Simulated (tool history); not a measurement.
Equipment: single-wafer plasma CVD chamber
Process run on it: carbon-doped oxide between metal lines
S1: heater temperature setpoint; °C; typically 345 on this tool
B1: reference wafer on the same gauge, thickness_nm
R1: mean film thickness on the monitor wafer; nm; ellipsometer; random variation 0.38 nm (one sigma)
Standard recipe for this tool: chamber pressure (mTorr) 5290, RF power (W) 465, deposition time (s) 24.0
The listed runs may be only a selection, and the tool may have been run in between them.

{"run": 1, "day": 0.0, "S1": 345, "chamber pressure (mTorr)": 5290, "RF power (W)": 465, "deposition time (s)": 24.0, "B1": 135.009, "R1": 107.932}
{"run": 2, "day": 0.671, "S1": 345, "chamber pressure (mTorr)": 4600, "RF power (W)": 465, "deposition time (s)": 24.0, "B1": 134.914, "R1": 104.779}
{"run": 3, "day": 0.971, "S1": 345, "chamber pressure (mTorr)": 4600, "RF power (W)": 465, "deposition time (s)": 24.0, "B1": 135.01, "R1": 105.242}
{"run": 4, "day": 1.479, "S1": 345, "chamber pressure (mTorr)": 5290, "RF power (W)": 465, "deposition time (s)": 21.4, "B1": 134.833, "R1": 96.616}
{"run": 5, "day": 2.004, "S1": 345, "chamber pressure (mTorr)": 5290, "RF power (W)": 440, "deposition time (s)": 21.3, "B1": 134.95, "R1": 89.964}
{"run": 6, "day": 2.596, "S1": 345, "chamber pressure (mTorr)": 5290, "RF power (W)": 440, "deposition time (s)": 21.3, "B1": 135.136, "R1": 90.202}
{"run": 7, "day": 3.146, "S1": 345, "chamber pressure (mTorr)": 5290, "RF power (W)": 440, "deposition time (s)": 21.3, "B1": 135.015, "R1": 89.787}
{"run": 8, "day": 3.646, "S1": 345, "chamber pressure (mTorr)": 5290, "RF power (W)": 400, "deposition time (s)": 24.0, "B1": 135.061, "R1": 89.785}
{"day": 4.217, "done": "RF generator calibrated"}
{"run": 9, "day": 4.238, "S1": 345, "chamber pressure (mTorr)": 5290, "RF power (W)": 400, "deposition time (s)": 24.0, "B1": 134.898, "R1": 98.853}
{"run": 10, "day": 4.667, "S1": 345, "chamber pressure (mTorr)": 5290, "RF power (W)": 400, "deposition time (s)": 24.0, "B1": 135.169, "R1": 99.77}
{"run": 11, "day": 5.3, "S1": 345, "chamber pressure (mTorr)": 5290, "RF power (W)": 465, "deposition time (s)": 24.0, "B1": 135.022, "R1": 117.584}
{"run": 12, "day": 5.771, "S1": 345, "chamber pressure (mTorr)": 5290, "RF power (W)": 465, "deposition time (s)": 24.0, "B1": 134.947, "R1": 117.308}
{"day": 6.354, "done": "showerhead replaced"}
{"run": 13, "day": 6.471, "S1": 345, "chamber pressure (mTorr)": 5290, "RF power (W)": 465, "deposition time (s)": 24.0, "B1": 135.037, "R1": 117.106}
{"day": 7.012, "done": "gauge calibrated"}
{"run": 14, "day": 7.175, "S1": 345, "chamber pressure (mTorr)": 5290, "RF power (W)": 465, "deposition time (s)": 24.0, "B1": 135.071, "R1": 117.25}
{"run": 15, "day": 7.579, "S1": 345, "chamber pressure (mTorr)": 5290, "RF power (W)": 465, "deposition time (s)": 24.0, "B1": 134.967, "R1": 116.946}
{"run": 16, "day": 7.867, "S1": 333, "chamber pressure (mTorr)": 4700, "RF power (W)": 505, "deposition time (s)": 27.7, "B1": 134.962, "R1": 148.377}
{"run": 17, "day": 8.412, "S1": 345, "chamber pressure (mTorr)": 5290, "RF power (W)": 465, "deposition time (s)": 24.0, "B1": 135.055, "R1": 117.074}
{"run": 18, "day": 8.754, "S1": 345, "chamber pressure (mTorr)": 4610, "RF power (W)": 380, "deposition time (s)": 24.0, "B1": 135.097, "R1": 89.863}
{"day": 9.504, "done": "capacitance manometer re-zeroed and calibrated"}
{"day": 9.546, "done": "thermocouple changed; heater temperature recalibrated"}
{"run": 19, "day": 9.567, "S1": 354, "chamber pressure (mTorr)": 6420, "RF power (W)": 465, "deposition time (s)": 24.0, "B1": 134.915, "R1": 115.422}
{"run": 20, "day": 9.808, "S1": 351, "chamber pressure (mTorr)": 6410, "RF power (W)": 395, "deposition time (s)": 24.0, "B1": 134.968, "R1": 95.578}
{"run": 21, "day": 10.438, "S1": 345, "chamber pressure (mTorr)": 5290, "RF power (W)": 465, "deposition time (s)": 24.0, "B1": 135.15, "R1": 115.941}
{"run": 22, "day": 10.812, "S1": 341, "chamber pressure (mTorr)": 6570, "RF power (W)": 465, "deposition time (s)": 24.0, "B1": 134.885, "R1": 120.494}
{"run": 23, "day": 11.442, "S1": 345, "chamber pressure (mTorr)": 5290, "RF power (W)": 465, "deposition time (s)": 24.0, "B1": 135.11, "R1": 115.519}
{"run": 24, "day": 11.821, "S1": 357, "chamber pressure (mTorr)": 5290, "RF power (W)": 465, "deposition time (s)": 24.0, "B1": 135.011, "R1": 110.191}
{"run": 25, "day": 12.138, "S1": 333, "chamber pressure (mTorr)": 6580, "RF power (W)": 525, "deposition time (s)": 22.1, "B1": 135.064, "R1": 127.032}
{"run": 26, "day": 12.483, "S1": 345, "chamber pressure (mTorr)": 5290, "RF power (W)": 535, "deposition time (s)": 24.0, "B1": 135.042, "R1": 131.265}
{"run": 27, "day": 12.988, "S1": 345, "chamber pressure (mTorr)": 6240, "RF power (W)": 465, "deposition time (s)": 26.7, "B1": 134.886, "R1": 130.225}
{"run": 28, "day": 13.654, "S1": 345, "chamber pressure (mTorr)": 5290, "RF power (W)": 465, "deposition time (s)": 24.0, "B1": 135.1, "R1": 115.117}

5 ways to go on from here, each from the tool as it stands after run 28. What would each give?
{"run": "A", "day": 13.671, "S1": 345, "chamber pressure (mTorr)": 5290, "RF power (W)": 465, "deposition time (s)": 24.0, "B1": "?", "R1": "?"}
{"run": "B", "day": 13.671, "S1": 345, "chamber pressure (mTorr)": 4580, "RF power (W)": 465, "deposition time (s)": 24.0, "B1": "?", "R1": "?"}
{"run": "C", "day": 13.671, "S1": 345, "chamber pressure (mTorr)": 4410, "RF power (W)": 465, "deposition time (s)": 24.0, "B1": "?", "R1": "?"}
{"run": "D", "day": 13.671, "S1": 345, "chamber pressure (mTorr)": 5290, "RF power (W)": 465, "deposition time (s)": 28.0, "B1": "?", "R1": "?"}
{"run": "E", "day": 13.671, "S1": 335, "chamber pressure (mTorr)": 4190, "RF power (W)": 405, "deposition time (s)": 26.9, "B1": "?", "R1": "?"}

run=A B1=135.032 R1=114.980
run=B B1=135.032 R1=112.299
run=C B1=135.032 R1=111.631
run=D B1=135.032 R1=133.818
run=E B1=135.032 R1=109.506
Without the tool's unlogged condition, the same runs would have read:
run=A R1=118.465
run=B R1=115.703
run=C R1=115.015
run=D R1=137.874
run=E R1=113.228
